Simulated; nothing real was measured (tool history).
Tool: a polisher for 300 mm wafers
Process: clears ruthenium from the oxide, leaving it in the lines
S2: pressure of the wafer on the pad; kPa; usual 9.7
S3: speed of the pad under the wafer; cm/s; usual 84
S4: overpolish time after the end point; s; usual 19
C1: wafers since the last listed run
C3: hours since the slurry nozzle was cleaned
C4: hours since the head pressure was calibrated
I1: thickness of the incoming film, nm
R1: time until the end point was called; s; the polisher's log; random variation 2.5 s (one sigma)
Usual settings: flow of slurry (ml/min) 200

Run 1, hour 0.0: usual settings; C1 0; wafers polished on this pad 1846; C3 155.7; C4 612.6; I1 96.5. Result: R1 164.5 s.
Run 2, hour 43.5: usual settings; C1 351; wafers polished on this pad 2197; C3 199.2; C4 656.1; I1 94.3. Result: R1 156.0 s.
At hour 91.5: head pressure recalibrated.
Run 3, hour 121.4: usual settings but S2 6.9 kPa; C1 612; wafers polished on this pad 2810; C3 277.1; C4 29.9; I1 95.5. Result: R1 225.0 s.
At hour 265.7: worn pad replaced by a new one.
Run 4, hour 285.9: usual settings but S2 6.9 kPa; C1 1295; wafers polished on this pad 162; C3 441.6; C4 194.4; I1 93.6. Result: R1 199.8 s.
Run 5, hour 355.6: usual settings but S2 6.9 kPa; C1 562; wafers polished on this pad 725; C3 511.3; C4 264.1; I1 94.3. Result: R1 206.5 s.
Run 6, hour 382.0: usual settings; C1 213; wafers polished on this pad 938; C3 537.7; C4 290.5; I1 95.7. Result: R1 153.4 s.
Run 7, hour 416.2: usual settings; C1 275; wafers polished on this pad 1214; C3 571.9; C4 324.7; I1 95.9. Result: R1 153.7 s.
Run 8, hour 447.4: usual settings; C1 251; wafers polished on this pad 1466; C3 603.1; C4 355.9; I1 95.2. Result: R1 154.8 s.
Run 9, hour 511.6: usual settings; C1 518; wafers polished on this pad 1984; C3 667.3; C4 420.1; I1 93.5. Result: R1 154.0 s.
Run 10, hour 579.1: usual settings but S2 12.4 kPa, S3 98 cm/s; C1 544; wafers polished on this pad 2528; C3 734.8; C4 487.6; I1 95.4. Result: R1 109.2 s.
Run 11, hour 608.3: usual settings but S2 12.4 kPa, S3 98 cm/s; C1 235; wafers polished on this pad 2764; C3 764.0; C4 516.8; I1 95.3. Result: R1 112.0 s.
Run 12, hour 645.1: usual settings but S2 12.4 kPa, S3 98 cm/s; C1 296; wafers polished on this pad 3061; C3 800.8; C4 553.6; I1 94.9. Result: R1 116.3 s.
Run 13, hour 689.8: usual settings but S3 106 cm/s, S4 27 s; C1 360; wafers polished on this pad 3422; C3 845.5; C4 598.3; I1 94.0. Result: R1 136.3 s.
At hour 711.7: slurry nozzle cleaned.
Run 14, hour 722.3: usual settings but flow of slurry (ml/min) 220, S3 94 cm/s, S4 22 s; C1 254; wafers polished on this pad 3676; C3 10.6; C4 630.8; I1 95.6. Result: R1 156.4 s.
Run 15, hour 755.0: usual settings but S3 60 cm/s; C1 263; wafers polished on this pad 3940; C3 43.3; C4 663.5; I1 96.6. Result: R1 243.7 s.
At hour 772.4: head pressure recalibrated.
At hour 772.9: worn pad replaced by a new one.
Run 16, hour 813.2: usual settings but S4 23 s; C1 449; wafers polished on this pad 325; C3 101.5; C4 40.8; I1 95.3. Result: R1 151.8 s.
Run 17, hour 871.3: usual settings; C1 468; wafers polished on this pad 794; C3 159.6; C4 98.9; I1 94.7. Result: R1 155.0 s.
Run 18, hour 896.8: usual settings but flow of slurry (ml/min) 165, S4 29 s; C1 205; wafers polished on this pad 1000; C3 185.1; C4 124.4; I1 95.5. Result: R1 160.8 s.
Run 19, hour 967.1: usual settings but S2 11.7 kPa, S4 22 s; C1 567; wafers polished on this pad 1567; C3 255.4; C4 194.7; I1 96.1. Result: R1 131.2 s.
Run 20, hour 1024.6: usual settings; C1 464; wafers polished on this pad 2031; C3 312.9; C4 252.2; I1 95.3. Result: R1 156.8 s.
Run 21, hour 1058.3: usual settings but flow of slurry (ml/min) 240, S2 8.3 kPa, S4 9 s; C1 271; wafers polished on this pad 2303; C3 346.6; C4 285.9; I1 95.0. Result: R1 176.3 s.
Run 22, hour 1114.5: usual settings but flow of slurry (ml/min) 160; C1 453; wafers polished on this pad 2756; C3 402.8; C4 342.1; I1 95.4. Result: R1 171.2 s.
Run 23, hour 1170.7: usual settings but flow of slurry (ml/min) 260, S2 13.1 kPa, S3 62 cm/s; C1 453; wafers polished on this pad 3210; C3 459.0; C4 398.3; I1 94.7. Result: R1 159.9 s.
At hour 1191.0: worn pad replaced by a new one.
Run 24, hour 1204.2: usual settings but flow of slurry (ml/min) 250, S2 8.3 kPa, S3 106 cm/s, S4 23 s; C1 238; wafers polished on this pad 106; C3 492.5; C4 431.8; I1 94.2. Result: R1 138.0 s.
Run 25, hour 1261.7: usual settings; C1 464; wafers polished on this pad 570; C3 550.0; C4 489.3; I1 96.1. Result: R1 153.7 s.
Run 26, hour 1323.9: usual settings but flow of slurry (ml/min) 150, S2 6.9 kPa, S4 28 s; C1 501; wafers polished on this pad 1072; C3 612.2; C4 551.5; I1 96.2. Result: R1 222.5 s.
Run 27, hour 1383.8: usual settings; C1 483; wafers polished on this pad 1555; C3 672.1; C4 611.4; I1 95.5. Result: R1 151.4 s.
Run 28, hour 1452.0: usual settings but flow of slurry (ml/min) 220, S2 6.2 kPa, S4 13 s; C1 550; wafers polished on this pad 2105; C3 740.3; C4 679.6; I1 95.6. Result: R1 241.2 s.
Run 29, hour 1482.9: usual settings but flow of slurry (ml/min) 155, S3 70 cm/s, S4 11 s; C1 249; wafers polished on this pad 2355; C3 771.2; C4 710.5; I1 96.6. Result: R1 206.1 s.
At hour 1491.8: slurry nozzle cleaned.
Run 30, hour 1544.2: usual settings; C1 486; wafers polished on this pad 2841; C3 52.4; C4 771.8; I1 94.2. Result: R1 162.3 s.
At hour 1554.8: head pressure recalibrated.
Run 31, hour 1598.8: usual settings but flow of slurry (ml/min) 145, S2 6.2 kPa, S3 104 cm/s, S4 28 s; C1 424; wafers polished on this pad 3266; C3 107.0; C4 44.0; I1 93.9. Result: R1 218.8 s.
Run 32, hour 1638.5: usual settings but flow of slurry (ml/min) 235, S4 30 s; C1 320; wafers polished on this pad 3586; C3 146.7; C4 83.7; I1 95.7. Result: R1 170.2 s.
At hour 1676.1: worn pad replaced by a new one.
Run 33, hour 1698.6: usual settings but S3 102 cm/s; C1 452; wafers polished on this pad 181; C3 206.8; C4 143.8; I1 94.5. Result: R1 122.1 s.
Run 34, hour 1759.0: usual settings; C1 487; wafers polished on this pad 669; C3 267.2; C4 204.2; I1 94.3. Result: R1 154.9 s.
Run 35, hour 1825.5: usual settings but S3 66 cm/s, S4 14 s; C1 536; wafers polished on this pad 1205; C3 333.7; C4 270.7; I1 95.5. Result: R1 193.0 s.
Run 36, hour 1855.3: usual settings but flow of slurry (ml/min) 225, S2 12.4 kPa, S3 92 cm/s; C1 240; wafers polished on this pad 1446; C3 363.5; C4 300.5; I1 95.1. Result: R1 110.8 s.
Run 37, hour 1895.5: usual settings but flow of slurry (ml/min) 150, S2 11.0 kPa, S4 13 s; C1 324; wafers polished on this pad 1770; C3 403.7; C4 340.7; I1 94.5. Result: R1 141.2 s.

The tool's hidden state at each run:
slurry flow missing at the pad, %: 0 in every run
deviation of the head's pressure from its setpoint, %: 0 in every run
H1: removal rate lost through wear of the pad, %
run     H1
  1   3.44
  2    4.6
  3   7.16
  4  0.683
  5   1.09
  6   1.37
  7   1.85
  8    2.4
  9   3.84
 10   5.83
 11   6.84
 12   8.24
 13   10.1
 14   11.6
 15   13.3
 16   1.83
 17   2.25
 18   2.55
 19   3.73
 20   5.08
 21   6.03
 22   7.89
 23   10.1
 24  0.621
 25  0.874
 26   1.54
 27   2.57
 28    4.2
 29    5.1
 30   7.18
 31   9.36
 32   11.2
 33  0.669
 34      1
 35   1.82
 36   2.33
 37   3.18

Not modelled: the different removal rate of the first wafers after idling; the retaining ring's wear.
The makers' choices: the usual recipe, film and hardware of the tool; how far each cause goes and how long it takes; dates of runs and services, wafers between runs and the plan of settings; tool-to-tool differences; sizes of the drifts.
